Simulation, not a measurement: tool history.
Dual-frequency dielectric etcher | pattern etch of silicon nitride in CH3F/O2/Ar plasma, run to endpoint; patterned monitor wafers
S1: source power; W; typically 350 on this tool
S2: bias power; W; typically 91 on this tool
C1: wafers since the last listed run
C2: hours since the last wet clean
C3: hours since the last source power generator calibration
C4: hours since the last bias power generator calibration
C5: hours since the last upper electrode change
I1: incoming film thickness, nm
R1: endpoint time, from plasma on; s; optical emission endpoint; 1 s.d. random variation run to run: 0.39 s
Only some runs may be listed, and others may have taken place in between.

| run | day | S1 | S2 | C1 | C2 | C3 | C4 | C5 | I1 | R1 |
|---|---|---|---|---|---|---|---|---|---|---|
| 1 | 0 | 350 | 81 | 0 | 408.7 | 4290.7 | 1746.5 | 3473.1 | 36.54 | 51.2 |
| 2 | 0.688 | 350 | 81 | 128 | 425.2 | 4307.2 | 1763 | 3489.6 | 36.69 | 51.3 |
| 3 | 1.762 | 290 | 91 | 200 | 451 | 4333 | 1788.8 | 3515.4 | 36.63 | 52.2 |
| 4 | 2.112 | 290 | 91 | 65 | 459.4 | 4341.4 | 1797.2 | 3523.8 | 37.01 | 52.3 |
|  | 3.229 | wet clean of the chamber |
|  | 3.367 | upper electrode replaced |
| 5 | 3.388 | 290 | 91 | 25 | 3.8 | 4372 | 1827.8 | 0.5 | 37.03 | 52.9 |
| 6 | 3.4 | 390 | 75 | 2 | 4.1 | 4372.3 | 1828.1 | 0.8 | 36.44 | 49.1 |
| 7 | 4.1 | 390 | 75 | 130 | 20.9 | 4389.1 | 1844.9 | 17.6 | 36.68 | 49.9 |
| 8 | 4.429 | 380 | 109 | 61 | 28.8 | 4397 | 1852.8 | 25.5 | 36.33 | 45.1 |
| 9 | 4.833 | 380 | 109 | 75 | 38.5 | 4406.7 | 1862.5 | 35.2 | 36.54 | 45.4 |
|  | 5.462 | source power generator calibrated |
| 10 | 5.483 | 370 | 91 | 90 | 54.1 | 0.5 | 1878.1 | 50.8 | 36.65 | 48.6 |
|  | 5.792 | bias power generator calibrated |
| 11 | 6.183 | 350 | 97 | 99 | 70.9 | 17.3 | 9.4 | 67.6 | 36.91 | 48.3 |
| 12 | 6.571 | 400 | 91 | 72 | 80.2 | 26.6 | 18.7 | 76.9 | 37.25 | 47.9 |
| 13 | 7.079 | 350 | 81 | 95 | 92.4 | 38.8 | 30.9 | 89.1 | 36.8 | 50.2 |
| 14 | 7.729 | 310 | 105 | 121 | 108 | 54.4 | 46.5 | 104.7 | 36.92 | 49.3 |
| 15 | 8.388 | 350 | 107 | 123 | 123.8 | 70.2 | 62.3 | 120.5 | 36.82 | 47.8 |
| 16 | 8.746 | 430 | 79 | 66 | 132.4 | 78.8 | 70.9 | 129.1 | 36.52 | 47 |
| 17 | 9.025 | 350 | 91 | 52 | 139.1 | 85.5 | 77.6 | 135.8 | 36.8 | 49.3 |
| 18 | 9.317 | 400 | 100 | 54 | 146.1 | 92.5 | 84.6 | 142.8 | 36.69 | 45.5 |
| 19 | 9.592 | 350 | 91 | 51 | 152.7 | 99.1 | 91.2 | 149.4 | 36.61 | 49.6 |
| 20 | 10.067 | 410 | 108 | 88 | 164.1 | 110.5 | 102.6 | 160.8 | 36.89 | 44.7 |

Forecast each of these 5 alternatives for the next run:
| A | 10.083 | 350 | 91 | 3 | 164.5 | 110.9 | 103 | 161.2 | 36.85 | ? |
| B | 10.083 | 350 | 73 | 3 | 164.5 | 110.9 | 103 | 161.2 | 36.85 | ? |
| C | 10.083 | 270 | 73 | 3 | 164.5 | 110.9 | 103 | 161.2 | 36.85 | ? |
| D | 10.083 | 300 | 76 | 3 | 164.5 | 110.9 | 103 | 161.2 | 36.85 | ? |
| E | 10.083 | 400 | 110 | 3 | 164.5 | 110.9 | 103 | 161.2 | 36.85 | ? |

| run | R1 |
|---|---|
| A | 49.5 |
| B | 52.3 |
| C | 57.3 |
| D | 54.7 |
| E | 44.9 |
The same runs, with their run-to-run variation unchanged, on a tool lacking any hidden condition would have given:
| run | R1 |
|---|---|
| A | 49.5 |
| B | 52.3 |
| C | 57.3 |
| D | 54.7 |
| E | 44.9 |
